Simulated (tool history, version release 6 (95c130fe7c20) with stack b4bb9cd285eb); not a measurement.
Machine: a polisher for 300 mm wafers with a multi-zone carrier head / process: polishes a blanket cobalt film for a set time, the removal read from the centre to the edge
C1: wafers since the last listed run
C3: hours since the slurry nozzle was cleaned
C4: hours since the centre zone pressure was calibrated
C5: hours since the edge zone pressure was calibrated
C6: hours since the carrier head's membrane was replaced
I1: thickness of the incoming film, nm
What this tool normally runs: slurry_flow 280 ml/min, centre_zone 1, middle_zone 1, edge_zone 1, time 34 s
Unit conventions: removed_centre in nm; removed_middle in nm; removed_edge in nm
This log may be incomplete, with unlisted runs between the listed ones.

{"run": 1, "hour": 0.0, "slurry_flow": 280, "centre_zone": 0.89, "middle_zone": 1.07, "edge_zone": 1, "time": 34, "C1": 0, "wafers polished on this pad": 3545, "C3": 345.9, "C4": 746.5, "C5": 358.1, "C6": 285.2, "I1": 1368, "removed_centre": 163.7, "removed_middle": 190.3, "removed_edge": 180.9}
{"run": 2, "hour": 106.3, "slurry_flow": 280, "centre_zone": 1, "middle_zone": 1, "edge_zone": 1, "time": 34, "C1": 679, "wafers polished on this pad": 4225, "C3": 452.2, "C4": 852.8, "C5": 464.4, "C6": 391.5, "I1": 1334.4, "removed_centre": 177.5, "removed_middle": 180.6, "removed_edge": 177.4}
{"run": 3, "hour": 155.6, "slurry_flow": 280, "centre_zone": 1, "middle_zone": 1, "edge_zone": 1, "time": 34, "C1": 315, "wafers polished on this pad": 4540, "C3": 501.5, "C4": 902.1, "C5": 513.7, "C6": 440.8, "I1": 1354.1, "removed_centre": 179.3, "removed_middle": 182.9, "removed_edge": 178.7}
{"hour": 172.9, "done": "worn pad replaced by a new one"}
{"run": 4, "hour": 210.5, "slurry_flow": 280, "centre_zone": 1, "middle_zone": 1, "edge_zone": 1, "time": 34, "C1": 325, "wafers polished on this pad": 240, "C3": 556.4, "C4": 957, "C5": 568.6, "C6": 495.7, "I1": 1350.4, "removed_centre": 183.1, "removed_middle": 177.8, "removed_edge": 181.5}
{"run": 5, "hour": 251.0, "slurry_flow": 325, "centre_zone": 1, "middle_zone": 1, "edge_zone": 1, "time": 34, "C1": 258, "wafers polished on this pad": 499, "C3": 596.9, "C4": 997.5, "C5": 609.1, "C6": 536.2, "I1": 1355.7, "removed_centre": 177.6, "removed_middle": 178, "removed_edge": 183.7}
{"run": 6, "hour": 357.1, "slurry_flow": 280, "centre_zone": 1, "middle_zone": 1, "edge_zone": 0.92, "time": 34, "C1": 678, "wafers polished on this pad": 1177, "C3": 703, "C4": 1103.6, "C5": 715.2, "C6": 642.3, "I1": 1350.9, "removed_centre": 180.8, "removed_middle": 184.2, "removed_edge": 172.9}
{"hour": 378.1, "done": "edge zone pressure recalibrated"}
{"hour": 406.1, "done": "slurry nozzle cleaned"}
{"hour": 422.0, "done": "centre zone pressure recalibrated"}
{"run": 7, "hour": 449.8, "slurry_flow": 365, "centre_zone": 1, "middle_zone": 1.06, "edge_zone": 1, "time": 40, "C1": 560, "wafers polished on this pad": 1738, "C3": 43.7, "C4": 27.8, "C5": 71.7, "C6": 735, "I1": 1354.1, "removed_centre": 214.9, "removed_middle": 231.6, "removed_edge": 219.2}
{"run": 8, "hour": 523.2, "slurry_flow": 280, "centre_zone": 1, "middle_zone": 1, "edge_zone": 1, "time": 34, "C1": 469, "wafers polished on this pad": 2207, "C3": 117.1, "C4": 101.2, "C5": 145.1, "C6": 808.4, "I1": 1340, "removed_centre": 179.6, "removed_middle": 181.1, "removed_edge": 176.9}
{"run": 9, "hour": 615.7, "slurry_flow": 195, "centre_zone": 1, "middle_zone": 0.88, "edge_zone": 1, "time": 29, "C1": 591, "wafers polished on this pad": 2799, "C3": 209.6, "C4": 193.7, "C5": 237.6, "C6": 900.9, "I1": 1379.2, "removed_centre": 149.6, "removed_middle": 135.3, "removed_edge": 150.6}
{"run": 10, "hour": 723.8, "slurry_flow": 280, "centre_zone": 1, "middle_zone": 1, "edge_zone": 1, "time": 26, "C1": 691, "wafers polished on this pad": 3490, "C3": 317.7, "C4": 301.8, "C5": 345.7, "C6": 1009, "I1": 1350.2, "removed_centre": 136.3, "removed_middle": 139.9, "removed_edge": 140.5}
{"run": 11, "hour": 797.2, "slurry_flow": 280, "centre_zone": 1, "middle_zone": 1, "edge_zone": 1, "time": 34, "C1": 469, "wafers polished on this pad": 3959, "C3": 391.1, "C4": 375.2, "C5": 419.1, "C6": 1082.4, "I1": 1363.7, "removed_centre": 180.9, "removed_middle": 183, "removed_edge": 180.5}
{"run": 12, "hour": 876.0, "slurry_flow": 280, "centre_zone": 1, "middle_zone": 0.95, "edge_zone": 1, "time": 34, "C1": 503, "wafers polished on this pad": 4463, "C3": 469.9, "C4": 454, "C5": 497.9, "C6": 1161.2, "I1": 1346, "removed_centre": 179.4, "removed_middle": 174.1, "removed_edge": 177.7}
{"run": 13, "hour": 933.8, "slurry_flow": 280, "centre_zone": 1, "middle_zone": 1, "edge_zone": 1, "time": 34, "C1": 369, "wafers polished on this pad": 4833, "C3": 527.7, "C4": 511.8, "C5": 555.7, "C6": 1219, "I1": 1353.8, "removed_centre": 181.4, "removed_middle": 178, "removed_edge": 182.2}
{"run": 14, "hour": 1014.3, "slurry_flow": 280, "centre_zone": 1, "middle_zone": 1.07, "edge_zone": 1, "time": 34, "C1": 514, "wafers polished on this pad": 5347, "C3": 608.2, "C4": 592.3, "C5": 636.2, "C6": 1299.5, "I1": 1376.6, "removed_centre": 180.9, "removed_middle": 188.9, "removed_edge": 182.6}
{"hour": 1027.8, "done": "worn pad replaced by a new one"}
{"run": 15, "hour": 1100.4, "slurry_flow": 280, "centre_zone": 1, "middle_zone": 1, "edge_zone": 1, "time": 34, "C1": 524, "wafers polished on this pad": 463, "C3": 694.3, "C4": 678.4, "C5": 722.3, "C6": 1385.6, "I1": 1353.4, "removed_centre": 184.9, "removed_middle": 175.4, "removed_edge": 179}
{"run": 16, "hour": 1210.3, "slurry_flow": 280, "centre_zone": 1, "middle_zone": 1, "edge_zone": 1, "time": 34, "C1": 702, "wafers polished on this pad": 1166, "C3": 804.2, "C4": 788.3, "C5": 832.2, "C6": 1495.5, "I1": 1359.4, "removed_centre": 180.5, "removed_middle": 180.1, "removed_edge": 180.1}
{"hour": 1218.3, "done": "edge zone pressure recalibrated"}
{"hour": 1249.5, "done": "slurry nozzle cleaned"}
{"run": 17, "hour": 1281.2, "slurry_flow": 280, "centre_zone": 1.04, "middle_zone": 1.08, "edge_zone": 1, "time": 34, "C1": 434, "wafers polished on this pad": 1600, "C3": 31.7, "C4": 859.2, "C5": 62.9, "C6": 1566.4, "I1": 1354, "removed_centre": 186, "removed_middle": 195.8, "removed_edge": 179.7}
{"hour": 1314.2, "done": "carrier head's membrane replaced by a new one"}
{"run": 18, "hour": 1331.7, "slurry_flow": 215, "centre_zone": 1.12, "middle_zone": 1, "edge_zone": 1, "time": 34, "C1": 290, "wafers polished on this pad": 1891, "C3": 82.2, "C4": 909.7, "C5": 113.4, "C6": 17.5, "I1": 1375.8, "removed_centre": 190.9, "removed_middle": 177.2, "removed_edge": 173.7}
{"run": 19, "hour": 1371.1, "slurry_flow": 280, "centre_zone": 1, "middle_zone": 1, "edge_zone": 1, "time": 45, "C1": 251, "wafers polished on this pad": 2143, "C3": 121.6, "C4": 949.1, "C5": 152.8, "C6": 56.9, "I1": 1331, "removed_centre": 240.5, "removed_middle": 240.4, "removed_edge": 240.5}
{"run": 20, "hour": 1443.5, "slurry_flow": 215, "centre_zone": 1.04, "middle_zone": 0.94, "edge_zone": 1, "time": 27, "C1": 462, "wafers polished on this pad": 2606, "C3": 194, "C4": 1021.5, "C5": 225.2, "C6": 129.3, "I1": 1336.8, "removed_centre": 143.3, "removed_middle": 134, "removed_edge": 138.1}
{"run": 21, "hour": 1504.4, "slurry_flow": 280, "centre_zone": 1, "middle_zone": 1, "edge_zone": 1.05, "time": 34, "C1": 389, "wafers polished on this pad": 2996, "C3": 254.9, "C4": 1082.4, "C5": 286.1, "C6": 190.2, "I1": 1339.2, "removed_centre": 181, "removed_middle": 175.4, "removed_edge": 184}
{"run": 22, "hour": 1565.0, "slurry_flow": 280, "centre_zone": 1, "middle_zone": 1, "edge_zone": 1, "time": 34, "C1": 387, "wafers polished on this pad": 3383, "C3": 315.5, "C4": 1143, "C5": 346.7, "C6": 250.8, "I1": 1355.6, "removed_centre": 183.9, "removed_middle": 181.5, "removed_edge": 177.7}

Hidden state at the last listed run before each entry between runs and at the first one after, where it differs:
Between runs 3 and 4: worn pad replaced by a new one (hour 172.9)
  nothing in the hidden state changes from one run to the other
Between runs 6 and 7: edge zone pressure recalibrated (hour 378.1); slurry nozzle cleaned (hour 406.1); centre zone pressure recalibrated (hour 422)
  nothing in the hidden state changes from one run to the other
Between runs 14 and 15: worn pad replaced by a new one (hour 1027.8)
  nothing in the hidden state changes from one run to the other
Between runs 16 and 17: edge zone pressure recalibrated (hour 1218.3); slurry nozzle cleaned (hour 1249.5)
  nothing in the hidden state changes from one run to the other
Between runs 17 and 18: carrier head's membrane replaced by a new one (hour 1314.2)
  nothing in the hidden state changes from one run to the other
